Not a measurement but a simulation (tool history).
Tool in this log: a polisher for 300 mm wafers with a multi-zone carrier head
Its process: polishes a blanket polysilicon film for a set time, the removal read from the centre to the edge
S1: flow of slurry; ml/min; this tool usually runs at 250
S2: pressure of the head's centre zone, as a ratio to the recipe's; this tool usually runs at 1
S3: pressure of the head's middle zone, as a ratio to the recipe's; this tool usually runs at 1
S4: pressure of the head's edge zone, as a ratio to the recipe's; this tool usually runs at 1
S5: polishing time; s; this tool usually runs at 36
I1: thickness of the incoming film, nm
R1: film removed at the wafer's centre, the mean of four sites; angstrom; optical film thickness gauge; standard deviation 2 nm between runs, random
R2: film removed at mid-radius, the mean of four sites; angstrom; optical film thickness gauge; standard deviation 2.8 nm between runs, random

run	hour	S1	S2	S3	S4	S5	I1	R1	R2
1	0	250	1	1	1	36	2138.4	2269	2326
# hour 79.3: worn pad replaced by a new one
2	120.9	250	1	1	1	36	2167.9	2350	2415
3	191.7	250	1	1	1	36	2155.9	2268	2296
# hour 213.6: worn pad replaced by a new one
# hour 225.2: slurry nozzle cleaned
4	258.5	250	1	1	1	36	2155.6	2361	2387
5	301	250	1	1	1	36	2176.5	2317	2336
# hour 332.3: edge zone pressure recalibrated
# hour 337.1: worn pad replaced by a new one
6	342.3	250	1	1	1	36	2182.2	2405	2464
7	382.2	185	1	1	1	36	2206.6	2268	2290
8	419	210	0.91	1	1.03	36	2175.9	2070	2326
9	478.6	250	1	1	1	36	2199.5	2229	2261
# hour 493.3: carrier head's membrane replaced by a new one, of another model than before
# hour 497.8: worn pad replaced by a new one
10	532.3	250	1	1	0.96	36	2164.3	2410	2372
# hour 555.8: centre zone pressure recalibrated
11	565.6	250	1	1	1	36	2140.8	2341	2365
12	608.9	250	0.97	0.91	1	36	2157.9	2176	2000
# hour 623.4: worn pad replaced by a new one
13	661.6	250	0.93	0.9	1	40	2160.1	2384	2345
14	720.6	250	1	0.94	1	36	2160.9	2300	2125

4 ways to go on from here, each from the tool as it stands after run 14. What would each give?
A	721	250	1	1	1	36	2207.1	?	?
B	721	250	1	1	0.89	36	2207.1	?	?
C	721	250	1	1.1	1.06	36	2207.1	?	?
D	721	250	1	0.92	1	30	2207.1	?	?

run	R1	R2
A	2276	2336
B	2276	2337
C	2278	2616
D	1895	1760
The same runs, with their run-to-run variation unchanged, on a tool lacking any hidden condition would have given:
run	R1	R2
A	2418	2482
B	2418	2482
C	2420	2779
D	2013	1870
